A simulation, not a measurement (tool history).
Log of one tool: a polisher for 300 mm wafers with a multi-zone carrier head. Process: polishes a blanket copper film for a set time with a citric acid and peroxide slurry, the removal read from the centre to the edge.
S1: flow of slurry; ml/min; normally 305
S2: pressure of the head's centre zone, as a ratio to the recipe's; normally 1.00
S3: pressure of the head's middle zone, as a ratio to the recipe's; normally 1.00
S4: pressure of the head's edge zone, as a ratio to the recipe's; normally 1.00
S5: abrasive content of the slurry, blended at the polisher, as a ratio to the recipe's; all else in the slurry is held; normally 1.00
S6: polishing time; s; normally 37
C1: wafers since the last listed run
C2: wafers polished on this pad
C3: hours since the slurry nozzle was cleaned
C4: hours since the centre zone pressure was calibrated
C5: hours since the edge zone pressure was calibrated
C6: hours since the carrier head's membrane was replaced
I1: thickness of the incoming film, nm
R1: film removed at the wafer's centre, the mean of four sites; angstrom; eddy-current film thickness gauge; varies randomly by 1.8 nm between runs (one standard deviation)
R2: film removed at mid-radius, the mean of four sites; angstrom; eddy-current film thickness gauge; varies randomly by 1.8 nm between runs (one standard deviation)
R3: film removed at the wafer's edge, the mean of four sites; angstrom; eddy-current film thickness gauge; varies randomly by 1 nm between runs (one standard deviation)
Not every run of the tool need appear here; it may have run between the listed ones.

run   hour   S1    S2    S3    S4    S5  S6   C1    C2     C3     C4     C5      C6      I1    R1    R2    R3
  1    0.0  305  1.00  1.00  0.95  1.00  37    0   730  309.1  775.6  634.7  1568.6  1052.8  1194  1241  1216
  2   13.9  305  1.00  1.00  0.94  1.15  37  140   871  323.0  789.5  648.6  1582.5  1057.8  1264  1255  1254
  3   39.0  305  1.00  1.05  0.91  1.00  37  254  1126  348.1  814.6  673.7  1607.6  1051.9  1183  1316  1193
  4   58.7  305  1.00  1.00  1.00  1.00  37  199  1325  367.8  834.3  693.4  1627.3  1050.0  1206  1221  1248
  5   83.7  305  1.00  1.10  1.00  1.00  37  253  1579  392.8  859.3  718.4  1652.3  1038.7  1182  1342  1267
     102.1  -- centre zone pressure recalibrated
     117.3  -- worn pad replaced by a new one
  6  118.4  305  1.00  0.90  0.91  1.00  46  290    11  427.5   16.3  753.1  1687.0  1056.7  1578  1425  1493
  7  152.3  305  0.92  1.00  1.00  1.00  37  343   354  461.4   50.2  787.0  1720.9  1059.7  1181  1214  1250
  8  166.3  350  1.00  0.92  1.00  1.00  37  141   496  475.4   64.2  801.0  1734.9  1031.6  1297  1143  1275
  9  191.5  375  1.00  1.00  1.00  1.00  37  255   752  500.6   89.4  826.2  1760.1  1048.0  1295  1267  1279
     192.5  -- slurry nozzle cleaned
 10  208.4  305  1.04  1.00  0.90  1.00  37  161   913   15.9  106.3  843.1  1777.0  1036.8  1337  1225  1197
     212.7  -- edge zone pressure recalibrated
     234.1  -- carrier head's membrane replaced by a new one
 11  239.6  265  0.92  1.00  1.00  1.00  37  245  1158   47.1  137.5   26.9     5.5  1054.1  1137  1202  1235
 12  270.2  375  0.89  1.00  1.00  1.00  37  310  1468   77.7  168.1   57.5    36.1  1061.3  1145  1248  1286
 13  283.1  305  0.89  1.00  1.00  1.30  37  130  1599   90.6  181.0   70.4    49.0  1055.4  1205  1290  1358

Predict the results of run 14:
     311.9  -- worn pad replaced by a new one
 14  316.8  205  1.00  1.00  1.07  1.10  48  300  49  124.3  214.7  104.1  82.7  1052.3   ?   ?   ?

R1: 1586 angstrom
R2: 1567 angstrom
R3: 1647 angstrom
With the hidden condition absent and the run-to-run variation left alone, this run would have shown R1 1591 angstrom, R2 1567 angstrom, R3 1647 angstrom.
